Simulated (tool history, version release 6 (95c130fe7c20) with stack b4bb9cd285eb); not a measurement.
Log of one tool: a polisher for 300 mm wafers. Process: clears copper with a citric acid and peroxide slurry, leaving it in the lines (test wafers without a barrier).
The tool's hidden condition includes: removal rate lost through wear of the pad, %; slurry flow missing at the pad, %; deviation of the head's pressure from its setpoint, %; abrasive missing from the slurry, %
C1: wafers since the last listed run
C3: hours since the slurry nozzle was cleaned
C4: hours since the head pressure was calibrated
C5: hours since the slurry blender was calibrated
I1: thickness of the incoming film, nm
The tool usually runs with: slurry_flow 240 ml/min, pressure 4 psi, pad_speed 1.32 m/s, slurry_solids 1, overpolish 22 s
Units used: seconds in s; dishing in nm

Run 1, hour 0: usual settings but slurry_solids 0.95; C1 0; wafers polished on this pad 2642; C3 214.7; C4 165.8; C5 162.7; I1 515.1. Result: seconds 129.9 s, dishing 59.6 nm.
Run 2, hour 25.9: usual settings but slurry_flow 185 ml/min, pressure 5 psi; C1 257; wafers polished on this pad 2899; C3 240.6; C4 191.7; C5 188.6; I1 530.5. Result: seconds 109.1 s, dishing 72 nm.
Run 3, hour 50.2: usual settings but slurry_flow 185 ml/min, pressure 5 psi; C1 241; wafers polished on this pad 3140; C3 264.9; C4 216; C5 212.9; I1 533.9. Result: seconds 107.5 s, dishing 69.5 nm.
At hour 256.6: worn pad replaced by a new one.
Run 4, hour 265.4: usual settings but slurry_flow 305 ml/min; C1 2095; wafers polished on this pad 87; C3 480.1; C4 431.2; C5 428.1; I1 524.9. Result: seconds 125.8 s, dishing 62.7 nm.
At hour 319.5: head pressure recalibrated.
Run 5, hour 335.6: usual settings but slurry_solids 1.2; C1 676; wafers polished on this pad 764; C3 550.3; C4 16.1; C5 498.3; I1 518.8. Result: seconds 124.7 s, dishing 61.4 nm.
Run 6, hour 381: usual settings; C1 450; wafers polished on this pad 1214; C3 595.7; C4 61.5; C5 543.7; I1 517.9. Result: seconds 127.1 s, dishing 60.6 nm.
At hour 385.9: slurry blender recalibrated.
Run 7, hour 433.2: usual settings but pressure 4.4 psi; C1 498; wafers polished on this pad 1712; C3 647.9; C4 113.7; C5 47.3; I1 535.9. Result: seconds 118.4 s, dishing 66.7 nm.
Run 8, hour 481.1: usual settings but pressure 3.6 psi, slurry_solids 0.9; C1 475; wafers polished on this pad 2188; C3 695.8; C4 161.6; C5 95.2; I1 514.8. Result: seconds 143.6 s, dishing 55.5 nm.
Run 9, hour 505.9: usual settings; C1 246; wafers polished on this pad 2434; C3 720.6; C4 186.4; C5 120; I1 520.2. Result: seconds 128.7 s, dishing 60.5 nm.
At hour 517: slurry nozzle cleaned.
Run 10, hour 541.2: usual settings but slurry_flow 185 ml/min, pressure 5 psi; C1 340; wafers polished on this pad 2774; C3 24.2; C4 221.7; C5 155.3; I1 527.4. Result: seconds 107.8 s, dishing 68 nm.
Run 11, hour 660: usual settings but pressure 5.2 psi, pad_speed 0.94 m/s, overpolish 11 s; C1 1178; wafers polished on this pad 3953; C3 143; C4 340.5; C5 274.1; I1 525.6. Result: seconds 129.7 s, dishing 34.1 nm.
Run 12, hour 712: usual settings; C1 515; wafers polished on this pad 4469; C3 195; C4 392.5; C5 326.1; I1 527.7. Result: seconds 131.1 s, dishing 62.9 nm.
Run 13, hour 742.6: usual settings but pressure 5 psi, pad_speed 1.48 m/s, slurry_solids 0.75, overpolish 16 s; C1 303; wafers polished on this pad 4773; C3 225.6; C4 423.1; C5 356.7; I1 521.3. Result: seconds 101 s, dishing 57.3 nm.
Run 14, hour 786.6: usual settings but slurry_solids 1.3; C1 436; wafers polished on this pad 5209; C3 269.6; C4 467.1; C5 400.7; I1 523.9. Result: seconds 123.2 s, dishing 61.1 nm.
At hour 807.4: worn pad replaced by a new one.
Run 15, hour 825.7: usual settings but slurry_solids 0.8, overpolish 13 s; C1 348; wafers polished on this pad 182; C3 308.7; C4 506.2; C5 439.8; I1 529.3. Result: seconds 133.8 s, dishing 35.9 nm.
At hour 830.3: head pressure recalibrated.
Run 16, hour 872.9: usual settings; C1 448; wafers polished on this pad 630; C3 355.9; C4 42.6; C5 487; I1 535.3. Result: seconds 134.3 s, dishing 59 nm.
At hour 901.1: slurry blender recalibrated.
Run 17, hour 942.6: usual settings but slurry_solids 0.75, overpolish 30 s; C1 671; wafers polished on this pad 1302; C3 425.6; C4 112.3; C5 41.5; I1 522.3. Result: seconds 129.6 s, dishing 72.6 nm.
Run 18, hour 1005.5: usual settings but pressure 4.7 psi, pad_speed 1.18 m/s; C1 624; wafers polished on this pad 1926; C3 488.5; C4 175.2; C5 104.4; I1 534.6. Result: seconds 121 s, dishing 65.5 nm.
Run 19, hour 1046.2: usual settings; C1 403; wafers polished on this pad 2330; C3 529.2; C4 215.9; C5 145.1; I1 527.7. Result: seconds 134.3 s, dishing 58.5 nm.
Run 20, hour 1110.9: usual settings but slurry_flow 160 ml/min, pressure 4.4 psi, slurry_solids 1.1; C1 642; wafers polished on this pad 2972; C3 593.9; C4 280.6; C5 209.8; I1 534.3. Result: seconds 125.9 s, dishing 63.6 nm.
At hour 1116.6: slurry nozzle cleaned.
Run 21, hour 1150.9: usual settings but slurry_flow 295 ml/min, overpolish 31 s; C1 386; wafers polished on this pad 3359; C3 34.3; C4 320.6; C5 249.8; I1 528.4. Result: seconds 125.9 s, dishing 79.5 nm.
Run 22, hour 1193.3: usual settings but pad_speed 1.62 m/s, overpolish 10 s; C1 420; wafers polished on this pad 3780; C3 76.7; C4 363; C5 292.2; I1 525.9. Result: seconds 109.5 s, dishing 35.6 nm.
Run 23, hour 1226.2: usual settings; C1 326; wafers polished on this pad 4106; C3 109.6; C4 395.9; C5 325.1; I1 518. Result: seconds 129.4 s, dishing 57.9 nm.
At hour 1249.3: head pressure recalibrated.
Run 24, hour 1263.1: usual settings; C1 346; wafers polished on this pad 4452; C3 146.5; C4 13.8; C5 362; I1 524. Result: seconds 127.2 s, dishing 60.8 nm.
At hour 1271.3: worn pad replaced by a new one.
Run 25, hour 1317.5: usual settings but slurry_flow 325 ml/min, pad_speed 1.7 m/s; C1 500; wafers polished on this pad 457; C3 200.9; C4 68.2; C5 416.4; I1 517.7. Result: seconds 102.9 s, dishing 71.4 nm.
Run 26, hour 1354.1: usual settings but slurry_flow 300 ml/min, slurry_solids 1.2; C1 363; wafers polished on this pad 821; C3 237.5; C4 104.8; C5 453; I1 523.4. Result: seconds 122.2 s, dishing 61 nm.
Run 27, hour 1391: usual settings; C1 366; wafers polished on this pad 1187; C3 274.4; C4 141.7; C5 489.9; I1 529.3. Result: seconds 131.9 s, dishing 58.8 nm.

Branching from run 27: 5 alternative next runs. What would each branch give?
Run A, hour 1391.5: usual settings but pressure 3.2 psi; C1 4; wafers polished on this pad 1192; C3 274.9; C4 142.2; C5 490.4; I1 524.4. Result: seconds ?, dishing ?.
Run B, hour 1391.5: usual settings but pad_speed 1.18 m/s; C1 4; wafers polished on this pad 1192; C3 274.9; C4 142.2; C5 490.4; I1 524.4. Result: seconds ?, dishing ?.
Run C, hour 1391.5: usual settings but pad_speed 1.48 m/s, slurry_solids 1.1; C1 4; wafers polished on this pad 1192; C3 274.9; C4 142.2; C5 490.4; I1 524.4. Result: seconds ?, dishing ?.
Run D, hour 1391.5: usual settings but slurry_flow 300 ml/min, pressure 5.1 psi; C1 4; wafers polished on this pad 1192; C3 274.9; C4 142.2; C5 490.4; I1 524.4. Result: seconds ?, dishing ?.
Run E, hour 1391.5: usual settings but slurry_flow 215 ml/min, pressure 4.4 psi, slurry_solids 0.8, overpolish 14 s; C1 4; wafers polished on this pad 1192; C3 274.9; C4 142.2; C5 490.4; I1 524.4. Result: seconds ?, dishing ?.

run  seconds  dishing
  A    161.4     50.2
  B    141.1     56.9
  C    116.9     65.9
  D    100.1     75.6
  E    122.6     44.1
Had the tool no hidden state, the same runs would have come out as:
run  seconds  dishing
  A    161.4     50.2
  B    141.1     56.9
  C    116.9     65.9
  D    100.1     75.6
  E    122.6     44.1
